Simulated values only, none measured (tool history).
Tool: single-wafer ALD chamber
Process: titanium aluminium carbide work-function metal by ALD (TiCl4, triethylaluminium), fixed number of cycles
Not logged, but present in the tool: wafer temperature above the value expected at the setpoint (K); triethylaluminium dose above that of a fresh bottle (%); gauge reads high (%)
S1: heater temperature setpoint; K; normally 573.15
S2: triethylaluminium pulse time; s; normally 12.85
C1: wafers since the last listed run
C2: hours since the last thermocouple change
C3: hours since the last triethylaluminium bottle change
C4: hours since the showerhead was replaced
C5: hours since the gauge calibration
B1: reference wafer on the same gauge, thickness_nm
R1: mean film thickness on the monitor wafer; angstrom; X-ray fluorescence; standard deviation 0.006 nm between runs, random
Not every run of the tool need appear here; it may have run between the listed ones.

{"run": 1, "hour": 0.0, "S1": 573.15, "S2": 12.85, "C1": 0, "C2": 800.3, "C3": 690.9, "C4": 3056.2, "C5": 1961.2, "B1": 1.855, "R1": 20.05}
{"hour": 49.5, "done": "triethylaluminium bottle replaced"}
{"run": 2, "hour": 69.7, "S1": 573.15, "S2": 12.85, "C1": 662, "C2": 870.0, "C3": 20.2, "C4": 3125.9, "C5": 2030.9, "B1": 1.853, "R1": 19.97}
{"run": 3, "hour": 164.4, "S1": 573.15, "S2": 12.85, "C1": 1016, "C2": 964.7, "C3": 114.9, "C4": 3220.6, "C5": 2125.6, "B1": 1.852, "R1": 19.9}
{"run": 4, "hour": 264.2, "S1": 573.15, "S2": 12.85, "C1": 1070, "C2": 1064.5, "C3": 214.7, "C4": 3320.4, "C5": 2225.4, "B1": 1.849, "R1": 19.93}
{"run": 5, "hour": 338.9, "S1": 573.15, "S2": 12.85, "C1": 801, "C2": 1139.2, "C3": 289.4, "C4": 3395.1, "C5": 2300.1, "B1": 1.847, "R1": 19.87}
{"run": 6, "hour": 419.8, "S1": 573.15, "S2": 16.24, "C1": 868, "C2": 1220.1, "C3": 370.3, "C4": 3476.0, "C5": 2381.0, "B1": 1.845, "R1": 19.99}
{"run": 7, "hour": 458.5, "S1": 573.15, "S2": 16.24, "C1": 415, "C2": 1258.8, "C3": 409.0, "C4": 3514.7, "C5": 2419.7, "B1": 1.844, "R1": 19.97}
{"hour": 478.1, "done": "gauge calibrated"}
{"run": 8, "hour": 531.6, "S1": 563.15, "S2": 15.34, "C1": 784, "C2": 1331.9, "C3": 482.1, "C4": 3587.8, "C5": 53.5, "B1": 1.909, "R1": 19.86}
{"run": 9, "hour": 602.7, "S1": 573.15, "S2": 12.85, "C1": 762, "C2": 1403.0, "C3": 553.2, "C4": 3658.9, "C5": 124.6, "B1": 1.909, "R1": 20.47}
{"run": 10, "hour": 702.5, "S1": 573.15, "S2": 12.85, "C1": 1070, "C2": 1502.8, "C3": 653.0, "C4": 3758.7, "C5": 224.4, "B1": 1.905, "R1": 20.56}
{"hour": 726.8, "done": "triethylaluminium bottle replaced"}
{"run": 11, "hour": 795.1, "S1": 573.15, "S2": 12.85, "C1": 907, "C2": 1595.4, "C3": 68.3, "C4": 3851.3, "C5": 317.0, "B1": 1.903, "R1": 20.43}
{"run": 12, "hour": 897.3, "S1": 584.15, "S2": 17.9, "C1": 1096, "C2": 1697.6, "C3": 170.5, "C4": 3953.5, "C5": 419.2, "B1": 1.901, "R1": 21.56}
{"run": 13, "hour": 985.0, "S1": 569.15, "S2": 12.85, "C1": 940, "C2": 1785.3, "C3": 258.2, "C4": 4041.2, "C5": 506.9, "B1": 1.899, "R1": 20.18}
{"run": 14, "hour": 1022.8, "S1": 565.15, "S2": 17.09, "C1": 405, "C2": 1823.1, "C3": 296.0, "C4": 4079.0, "C5": 544.7, "B1": 1.899, "R1": 19.94}
{"run": 15, "hour": 1059.9, "S1": 573.15, "S2": 12.85, "C1": 398, "C2": 1860.2, "C3": 333.1, "C4": 4116.1, "C5": 581.8, "B1": 1.898, "R1": 20.41}
{"run": 16, "hour": 1154.9, "S1": 578.15, "S2": 12.85, "C1": 1019, "C2": 1955.2, "C3": 428.1, "C4": 4211.1, "C5": 676.8, "B1": 1.895, "R1": 20.84}
{"run": 17, "hour": 1212.1, "S1": 586.15, "S2": 14.63, "C1": 613, "C2": 2012.4, "C3": 485.3, "C4": 4268.3, "C5": 734.0, "B1": 1.894, "R1": 21.47}
{"hour": 1266.2, "done": "thermocouple changed; heater temperature recalibrated"}
{"run": 18, "hour": 1266.7, "S1": 579.15, "S2": 11.35, "C1": 500, "C2": 0.5, "C3": 539.9, "C4": 4322.9, "C5": 788.6, "B1": 1.892, "R1": 20.66}
{"run": 19, "hour": 1339.1, "S1": 564.15, "S2": 14.53, "C1": 776, "C2": 72.9, "C3": 612.3, "C4": 4395.3, "C5": 861.0, "B1": 1.889, "R1": 19.63}
{"run": 20, "hour": 1438.0, "S1": 583.15, "S2": 17.84, "C1": 1061, "C2": 171.8, "C3": 711.2, "C4": 4494.2, "C5": 959.9, "B1": 1.888, "R1": 21.22}
{"hour": 1470.0, "done": "showerhead replaced"}
{"run": 21, "hour": 1526.9, "S1": 573.15, "S2": 12.85, "C1": 868, "C2": 260.7, "C3": 800.1, "C4": 56.9, "C5": 1048.8, "B1": 1.887, "R1": 20.31}
{"hour": 1567.6, "done": "triethylaluminium bottle replaced"}
{"run": 22, "hour": 1618.7, "S1": 573.15, "S2": 12.85, "C1": 899, "C2": 352.5, "C3": 51.1, "C4": 148.7, "C5": 1140.6, "B1": 1.884, "R1": 20.31}
{"run": 23, "hour": 1726.2, "S1": 573.15, "S2": 12.85, "C1": 1153, "C2": 460.0, "C3": 158.6, "C4": 256.2, "C5": 1248.1, "B1": 1.881, "R1": 20.23}
{"run": 24, "hour": 1829.6, "S1": 573.15, "S2": 11.16, "C1": 1109, "C2": 563.4, "C3": 262.0, "C4": 359.6, "C5": 1351.5, "B1": 1.879, "R1": 20.06}
{"run": 25, "hour": 1887.8, "S1": 582.15, "S2": 8.58, "C1": 624, "C2": 621.6, "C3": 320.2, "C4": 417.8, "C5": 1409.7, "B1": 1.878, "R1": 20.42}
{"run": 26, "hour": 1943.0, "S1": 573.15, "S2": 14.15, "C1": 592, "C2": 676.8, "C3": 375.4, "C4": 473.0, "C5": 1464.9, "B1": 1.876, "R1": 20.27}
{"run": 27, "hour": 1985.7, "S1": 587.15, "S2": 11.34, "C1": 458, "C2": 719.5, "C3": 418.1, "C4": 515.7, "C5": 1507.6, "B1": 1.876, "R1": 21.26}
{"run": 28, "hour": 2032.9, "S1": 573.15, "S2": 12.85, "C1": 506, "C2": 766.7, "C3": 465.3, "C4": 562.9, "C5": 1554.8, "B1": 1.874, "R1": 20.15}
{"run": 29, "hour": 2118.8, "S1": 559.15, "S2": 15.02, "C1": 921, "C2": 852.6, "C3": 551.2, "C4": 648.8, "C5": 1640.7, "B1": 1.872, "R1": 19.25}
{"run": 30, "hour": 2206.3, "S1": 583.15, "S2": 17.47, "C1": 938, "C2": 940.1, "C3": 638.7, "C4": 736.3, "C5": 1728.2, "B1": 1.868, "R1": 21.04}
{"hour": 2231.3, "done": "triethylaluminium bottle replaced"}
{"run": 31, "hour": 2252.3, "S1": 587.15, "S2": 16.66, "C1": 407, "C2": 986.1, "C3": 21.0, "C4": 782.3, "C5": 1774.2, "B1": 1.868, "R1": 21.35}
{"run": 32, "hour": 2461.8, "S1": 577.15, "S2": 17.04, "C1": 2247, "C2": 1195.6, "C3": 230.5, "C4": 991.8, "C5": 1983.7, "B1": 1.863, "R1": 20.57}
{"run": 33, "hour": 2547.7, "S1": 573.15, "S2": 12.85, "C1": 921, "C2": 1281.5, "C3": 316.4, "C4": 1077.7, "C5": 2069.6, "B1": 1.862, "R1": 20.0}

Below are 4 alternative next runs, each starting from the tool's condition after run 33. Predict each:
{"run": "A", "hour": 2548.1, "S1": 573.15, "S2": 14.87, "C1": 4, "C2": 1281.9, "C3": 316.8, "C4": 1078.1, "C5": 2070.0, "B1": "?", "R1": "?"}
{"run": "B", "hour": 2548.1, "S1": 581.15, "S2": 10.79, "C1": 4, "C2": 1281.9, "C3": 316.8, "C4": 1078.1, "C5": 2070.0, "B1": "?", "R1": "?"}
{"run": "C", "hour": 2548.1, "S1": 567.15, "S2": 16.97, "C1": 4, "C2": 1281.9, "C3": 316.8, "C4": 1078.1, "C5": 2070.0, "B1": "?", "R1": "?"}
{"run": "D", "hour": 2548.1, "S1": 568.15, "S2": 12.85, "C1": 4, "C2": 1281.9, "C3": 316.8, "C4": 1078.1, "C5": 2070.0, "B1": "?", "R1": "?"}

run=A B1=1.863 R1=20.03
run=B B1=1.863 R1=20.38
run=C B1=1.863 R1=19.63
run=D B1=1.863 R1=19.55
With no hidden state in the tool, these same runs would have given:
run=A R1=20.55
run=B R1=20.91
run=C R1=20.14
run=D R1=20.06
